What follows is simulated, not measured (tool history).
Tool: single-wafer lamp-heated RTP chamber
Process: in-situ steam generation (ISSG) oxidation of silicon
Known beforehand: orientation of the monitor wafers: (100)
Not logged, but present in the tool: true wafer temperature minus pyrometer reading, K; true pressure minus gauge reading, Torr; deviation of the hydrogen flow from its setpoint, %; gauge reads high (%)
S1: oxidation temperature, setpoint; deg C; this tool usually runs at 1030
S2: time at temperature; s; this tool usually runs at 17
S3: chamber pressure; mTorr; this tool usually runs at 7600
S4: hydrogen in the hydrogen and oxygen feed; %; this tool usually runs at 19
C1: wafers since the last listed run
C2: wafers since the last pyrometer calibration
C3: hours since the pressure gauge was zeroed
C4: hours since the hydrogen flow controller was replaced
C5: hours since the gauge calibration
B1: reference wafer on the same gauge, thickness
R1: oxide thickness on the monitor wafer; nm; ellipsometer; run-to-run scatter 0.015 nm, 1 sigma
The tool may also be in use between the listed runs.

run,hour,S1,S2,S3,S4,C1,C2,C3,C4,C5,B1,R1
1,0.0,1018,17,7600,19,0,1319,3234.9,2523.0,12.6,4.419,5.253
2,7.1,1018,17,7600,19,100,1420,3242.0,2530.1,19.7,4.421,5.246
3,16.4,1030,17,7600,19,131,1551,3251.3,2539.4,29.0,4.419,5.542
4,33.4,1030,17,7600,19,240,1792,3268.3,2556.4,46.0,4.420,5.614
# hour 45.4: pyrometer window cleaned and pyrometer calibrated
5,46.0,1030,17,7600,19,65,8,3280.9,2569.0,58.6,4.419,5.433
6,62.1,1030,17,7600,19,227,236,3297.0,2585.1,74.7,4.419,5.451
7,68.9,1030,17,7600,19,96,332,3303.8,2591.9,81.5,4.421,5.429
# hour 81.4: hydrogen flow controller replaced
8,82.9,1030,17,7600,19,84,417,3317.8,1.5,95.5,4.421,5.481
9,93.2,1030,17,7600,19,145,563,3328.1,11.8,105.8,4.420,5.470
# hour 103.2: pressure gauge zeroed
10,103.7,1030,17,7600,19,35,598,0.5,22.3,116.3,4.421,5.490
11,115.8,1046,17,7600,23,171,770,12.6,34.4,128.4,4.419,6.261
12,128.0,1015,17,7600,19,172,942,24.8,46.6,140.6,4.421,5.168
# hour 133.8: gauge calibrated
13,138.5,1021,19,7600,22,148,1091,35.3,57.1,4.7,4.419,5.791
# hour 161.9: pyrometer window cleaned and pyrometer calibrated
14,162.4,1020,17,8500,19,225,7,59.2,81.0,28.6,4.420,5.153
15,162.7,1030,17,7600,19,4,11,59.5,81.3,28.9,4.421,5.427
16,171.5,1036,11,6900,26,124,136,68.3,90.1,37.7,4.418,4.906
17,180.4,1013,12,8800,23,126,262,77.2,99.0,46.6,4.419,4.495
18,194.2,1015,17,7200,19,195,457,91.0,112.8,60.4,4.419,5.098
19,203.9,1011,17,7600,24,137,595,100.7,122.5,70.1,4.421,5.347

Hidden state at the last listed run before each entry between runs and at the first one after, where it differs:
Logged between run 4 and run 5: pyrometer window cleaned and pyrometer calibrated (hour 45.4)
  true wafer temperature minus pyrometer reading, K: 6.43 -> 0.318
  measured minus no-state result, R1: +0.170 -> +0.008 nm
Logged between run 7 and run 8: hydrogen flow controller replaced (hour 81.4)
  true wafer temperature minus pyrometer reading, K: 1.48 -> 2.19
  measured minus no-state result, R1: +0.037 -> +0.056 nm
Logged between run 9 and run 10: pressure gauge zeroed (hour 103.2)
  true wafer temperature minus pyrometer reading, K: 2.71 -> 3.24
  measured minus no-state result, R1: +0.069 -> +0.083 nm
Logged between run 12 and run 13: gauge calibrated (hour 133.8)
  true wafer temperature minus pyrometer reading, K: 4.48 -> 5.01
  measured minus no-state result, R1: +0.099 -> +0.134 nm
Logged between run 13 and run 14: pyrometer window cleaned and pyrometer calibrated (hour 161.9)
  true wafer temperature minus pyrometer reading, K: 5.01 -> 0.689
  measured minus no-state result, R1: +0.134 -> +0.016 nm
